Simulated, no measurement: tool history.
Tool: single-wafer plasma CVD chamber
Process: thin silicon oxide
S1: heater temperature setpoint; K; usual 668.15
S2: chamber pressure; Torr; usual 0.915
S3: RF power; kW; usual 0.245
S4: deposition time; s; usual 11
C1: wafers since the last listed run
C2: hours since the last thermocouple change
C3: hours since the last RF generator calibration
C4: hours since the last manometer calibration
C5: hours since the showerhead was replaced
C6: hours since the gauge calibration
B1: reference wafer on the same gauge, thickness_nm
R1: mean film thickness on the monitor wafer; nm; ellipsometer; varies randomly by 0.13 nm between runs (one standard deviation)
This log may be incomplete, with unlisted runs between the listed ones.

| run | hour | S1 | S2 | S3 | S4 | C1 | C2 | C3 | C4 | C5 | C6 | B1 | R1 |
|---|---|---|---|---|---|---|---|---|---|---|---|---|---|
| 1 | 0 | 658.15 | 0.915 | 0.245 | 11 | 0 | 3172.1 | 81.2 | 2067.9 | 3428.8 | 503.6 | 20.121 | 22.311 |
| 2 | 19.7 | 668.15 | 0.915 | 0.245 | 11 | 394 | 3191.8 | 100.9 | 2087.6 | 3448.5 | 523.3 | 20.103 | 22.153 |
| 3 | 31.7 | 668.15 | 0.915 | 0.245 | 11 | 240 | 3203.8 | 112.9 | 2099.6 | 3460.5 | 535.3 | 20.087 | 22.195 |
| 4 | 59.1 | 668.15 | 0.915 | 0.245 | 11 | 548 | 3231.2 | 140.3 | 2127 | 3487.9 | 562.7 | 20.048 | 22.129 |
| 5 | 80.7 | 668.15 | 0.915 | 0.245 | 9.7 | 432 | 3252.8 | 161.9 | 2148.6 | 3509.5 | 584.3 | 20.091 | 19.377 |
|  | 102.6 | thermocouple changed; heater temperature recalibrated |
| 6 | 115.1 | 683.15 | 0.915 | 0.245 | 11 | 528 | 12.5 | 196.3 | 2183 | 3543.9 | 618.7 | 20.096 | 21.918 |
| 7 | 133 | 668.15 | 1.029 | 0.245 | 12.9 | 358 | 30.4 | 214.2 | 2200.9 | 3561.8 | 636.6 | 20.091 | 27.934 |
| 8 | 166 | 654.15 | 0.915 | 0.245 | 11 | 660 | 63.4 | 247.2 | 2233.9 | 3594.8 | 669.6 | 20.154 | 22.571 |
|  | 190.9 | capacitance manometer re-zeroed and calibrated |
| 9 | 194.5 | 668.15 | 0.915 | 0.245 | 11 | 410 | 91.9 | 275.7 | 3.6 | 3623.3 | 698.1 | 20.1 | 22.166 |
| 10 | 277.3 | 668.15 | 0.915 | 0.245 | 9.1 | 1657 | 174.7 | 358.5 | 86.4 | 3706.1 | 780.9 | 20.06 | 18.522 |
| 11 | 298.8 | 668.15 | 0.915 | 0.245 | 12.1 | 430 | 196.2 | 380 | 107.9 | 3727.6 | 802.4 | 20.118 | 24.393 |
|  | 333.8 | showerhead replaced |
| 12 | 334.3 | 682.15 | 0.915 | 0.245 | 11.8 | 550 | 231.7 | 415.5 | 143.4 | 0.5 | 837.9 | 20.086 | 23.448 |
| 13 | 354 | 659.15 | 1.14 | 0.245 | 11 | 394 | 251.4 | 435.2 | 163.1 | 20.2 | 857.6 | 20.057 | 25.699 |
| 14 | 431.7 | 668.15 | 1.044 | 0.23 | 11 | 1555 | 329.1 | 512.9 | 240.8 | 97.9 | 935.3 | 20.063 | 23.704 |
|  | 435.9 | gauge calibrated |
| 15 | 459.6 | 668.15 | 0.915 | 0.245 | 11 | 558 | 357 | 540.8 | 268.7 | 125.8 | 23.7 | 20.142 | 22.122 |
| 16 | 476.1 | 668.15 | 0.915 | 0.245 | 11 | 330 | 373.5 | 557.3 | 285.2 | 142.3 | 40.2 | 20.092 | 22.283 |
| 17 | 502.6 | 668.15 | 0.915 | 0.245 | 11 | 530 | 400 | 583.8 | 311.7 | 168.8 | 66.7 | 20.049 | 22.355 |
| 18 | 590.4 | 662.15 | 0.805 | 0.195 | 10.2 | 1757 | 487.8 | 671.6 | 399.5 | 256.6 | 154.5 | 20.027 | 17.371 |
| 19 | 626.2 | 673.15 | 0.915 | 0.245 | 11 | 716 | 523.6 | 707.4 | 435.3 | 292.4 | 190.3 | 20.094 | 22.134 |
| 20 | 659.5 | 668.15 | 0.915 | 0.29 | 11 | 666 | 556.9 | 740.7 | 468.6 | 325.7 | 223.6 | 20.128 | 23.371 |
| 21 | 684.4 | 668.15 | 0.915 | 0.245 | 11 | 498 | 581.8 | 765.6 | 493.5 | 350.6 | 248.5 | 20.14 | 22.069 |
| 22 | 717.9 | 668.15 | 1.132 | 0.245 | 9 | 670 | 615.3 | 799.1 | 527 | 384.1 | 282 | 20.092 | 20.662 |
| 23 | 748.1 | 668.15 | 1.097 | 0.245 | 11 | 604 | 645.5 | 829.3 | 557.2 | 414.3 | 312.2 | 20.08 | 24.895 |
| 24 | 782.5 | 668.15 | 0.915 | 0.245 | 11 | 688 | 679.9 | 863.7 | 591.6 | 448.7 | 346.6 | 20.031 | 21.926 |
| 25 | 794.8 | 668.15 | 0.915 | 0.245 | 11 | 246 | 692.2 | 876 | 603.9 | 461 | 358.9 | 20.058 | 22.097 |
| 26 | 822.3 | 661.15 | 0.993 | 0.205 | 10 | 550 | 719.7 | 903.5 | 631.4 | 488.5 | 386.4 | 20.123 | 20.2 |
| 27 | 856.3 | 668.15 | 0.915 | 0.245 | 10.4 | 680 | 753.7 | 937.5 | 665.4 | 522.5 | 420.4 | 20.089 | 21.036 |
| 28 | 871.4 | 668.15 | 0.915 | 0.245 | 11 | 302 | 768.8 | 952.6 | 680.5 | 537.6 | 435.5 | 20.111 | 21.902 |

Alternative continuations, all from the tool just after run 28; predict every row:
| A | 871.8 | 668.15 | 0.915 | 0.245 | 12.4 | 8 | 769.2 | 953 | 680.9 | 538 | 435.9 | ? | ? |
| B | 871.8 | 668.15 | 0.915 | 0.225 | 12.9 | 8 | 769.2 | 953 | 680.9 | 538 | 435.9 | ? | ? |
| C | 871.8 | 668.15 | 0.915 | 0.2 | 11.8 | 8 | 769.2 | 953 | 680.9 | 538 | 435.9 | ? | ? |
| D | 871.8 | 674.15 | 1.024 | 0.285 | 12.5 | 8 | 769.2 | 953 | 680.9 | 538 | 435.9 | ? | ? |
| E | 871.8 | 653.15 | 0.776 | 0.22 | 11.7 | 8 | 769.2 | 953 | 680.9 | 538 | 435.9 | ? | ? |

| run | B1 | R1 |
|---|---|---|
| A | 20.103 | 24.991 |
| B | 20.103 | 25.255 |
| C | 20.103 | 22.228 |
| D | 20.103 | 28.481 |
| E | 20.103 | 20.338 |
Stripped of hidden state, with their random variation kept, the same runs would have yielded:
| run | R1 |
|---|---|
| A | 24.991 |
| B | 25.255 |
| C | 22.228 |
| D | 28.481 |
| E | 20.338 |

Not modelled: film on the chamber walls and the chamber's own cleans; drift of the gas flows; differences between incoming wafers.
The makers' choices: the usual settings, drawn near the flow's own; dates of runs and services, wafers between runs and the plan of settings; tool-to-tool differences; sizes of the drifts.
